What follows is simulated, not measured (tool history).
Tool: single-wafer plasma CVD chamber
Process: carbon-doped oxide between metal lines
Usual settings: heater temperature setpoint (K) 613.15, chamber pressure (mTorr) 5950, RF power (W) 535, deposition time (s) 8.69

| run | hour | heater temperature setpoint (K) | chamber pressure (mTorr) | RF power (W) | deposition time (s) | wafers since the last listed run | hours since the last thermocouple change | hours since the last RF generator calibration | hours since the last manometer calibration | hours since the showerhead was replaced | hours since the gauge calibration | read-back reference wafer on the same gauge, thickness_nm | mean film thickness on the monitor wafer (angstrom) |
|---|---|---|---|---|---|---|---|---|---|---|---|---|---|
| 1 | 0 | 613.15 | 5950 | 535 | 8.69 | 0 | 1779.1 | 902.7 | 1373.7 | 2799.7 | 627.2 | 51.702 | 493.17 |
| 2 | 28.9 | 613.15 | 5950 | 535 | 8.69 | 1437 | 1808 | 931.6 | 1402.6 | 2828.6 | 656.1 | 51.72 | 494.84 |
| 3 | 58.7 | 613.15 | 5950 | 535 | 8.69 | 1482 | 1837.8 | 961.4 | 1432.4 | 2858.4 | 685.9 | 51.694 | 494.09 |
| 4 | 116.1 | 613.15 | 5950 | 535 | 8.69 | 2855 | 1895.2 | 1018.8 | 1489.8 | 2915.8 | 743.3 | 51.702 | 495.62 |
| 5 | 176.2 | 613.15 | 5950 | 535 | 8.69 | 2990 | 1955.3 | 1078.9 | 1549.9 | 2975.9 | 803.4 | 51.672 | 492.17 |
| 6 | 213.1 | 613.15 | 5950 | 535 | 9.93 | 1835 | 1992.2 | 1115.8 | 1586.8 | 3012.8 | 840.3 | 51.761 | 560.93 |
| 7 | 270.9 | 613.15 | 5950 | 535 | 8.69 | 2875 | 2050 | 1173.6 | 1644.6 | 3070.6 | 898.1 | 51.733 | 493.13 |
| 8 | 301.9 | 613.15 | 5950 | 535 | 8.69 | 1542 | 2081 | 1204.6 | 1675.6 | 3101.6 | 929.1 | 51.678 | 490.52 |
| 9 | 347.8 | 613.15 | 5950 | 535 | 8.69 | 2283 | 2126.9 | 1250.5 | 1721.5 | 3147.5 | 975 | 51.701 | 490.33 |
| 10 | 389.9 | 613.15 | 5950 | 535 | 8.69 | 2094 | 2169 | 1292.6 | 1763.6 | 3189.6 | 1017.1 | 51.684 | 493.11 |
|  | 456.3 | thermocouple changed; heater temperature recalibrated |
| 11 | 458.7 | 613.15 | 5950 | 490 | 9.32 | 3025 | 2.4 | 1361.4 | 1832.4 | 3258.4 | 1085.9 | 51.733 | 497.49 |
|  | 517.8 | showerhead replaced |
| 12 | 529.2 | 613.15 | 5950 | 455 | 8.69 | 3109 | 72.9 | 1431.9 | 1902.9 | 11.4 | 1156.4 | 51.724 | 436.14 |
| 13 | 563.2 | 613.15 | 5950 | 455 | 8.69 | 1691 | 106.9 | 1465.9 | 1936.9 | 45.4 | 1190.4 | 51.746 | 437.26 |
| 14 | 629.8 | 613.15 | 5950 | 455 | 8.69 | 3313 | 173.5 | 1532.5 | 2003.5 | 112 | 1257 | 51.675 | 435.86 |
|  | 633.7 | gauge calibrated |
| 15 | 695.3 | 613.15 | 6540 | 535 | 7.78 | 3258 | 239 | 1598 | 2069 | 177.5 | 61.6 | 51.632 | 444.81 |
| 16 | 759.4 | 613.15 | 5950 | 535 | 7.91 | 3189 | 303.1 | 1662.1 | 2133.1 | 241.6 | 125.7 | 51.699 | 445.23 |
| 17 | 790.5 | 613.15 | 5950 | 535 | 8.69 | 1547 | 334.2 | 1693.2 | 2164.2 | 272.7 | 156.8 | 51.709 | 489.02 |
| 18 | 836.4 | 613.15 | 5950 | 620 | 8.69 | 2283 | 380.1 | 1739.1 | 2210.1 | 318.6 | 202.7 | 51.707 | 540.5 |
| 19 | 879.9 | 613.15 | 5950 | 595 | 7.01 | 2164 | 423.6 | 1782.6 | 2253.6 | 362.1 | 246.2 | 51.704 | 426.88 |
| 20 | 918.3 | 602.15 | 6870 | 620 | 10.06 | 1910 | 462 | 1821 | 2292 | 400.5 | 284.6 | 51.663 | 648.52 |
|  | 938.6 | RF generator calibrated |
| 21 | 977.3 | 600.15 | 5950 | 535 | 8.69 | 2537 | 521 | 38.7 | 2351 | 459.5 | 343.6 | 51.643 | 537.02 |
|  | 1006.9 | capacitance manometer re-zeroed and calibrated |
| 22 | 1019.1 | 613.15 | 5950 | 535 | 8.69 | 1681 | 562.8 | 80.5 | 12.2 | 501.3 | 385.4 | 51.704 | 514.92 |
| 23 | 1058.5 | 613.15 | 5950 | 535 | 8.69 | 1960 | 602.2 | 119.9 | 51.6 | 540.7 | 424.8 | 51.686 | 511.19 |
| 24 | 1126.1 | 613.15 | 5950 | 535 | 8.69 | 3363 | 669.8 | 187.5 | 119.2 | 608.3 | 492.4 | 51.661 | 508.38 |
| 25 | 1152.3 | 613.15 | 7030 | 535 | 8.69 | 1303 | 696 | 213.7 | 145.4 | 634.5 | 518.6 | 51.729 | 514.94 |

The next listed run, before its measurement:
| 26 | 1207.1 | 613.15 | 4570 | 535 | 8.1 | 2726 | 750.8 | 268.5 | 200.2 | 689.3 | 573.4 | ? | ? |

{"run 26": {"read-back reference wafer on the same gauge, thickness_nm": 51.684, "mean film thickness on the monitor wafer (angstrom)": 460.13}}
Without the tool's hidden state the same run would have given mean film thickness on the monitor wafer (angstrom) 470.58.

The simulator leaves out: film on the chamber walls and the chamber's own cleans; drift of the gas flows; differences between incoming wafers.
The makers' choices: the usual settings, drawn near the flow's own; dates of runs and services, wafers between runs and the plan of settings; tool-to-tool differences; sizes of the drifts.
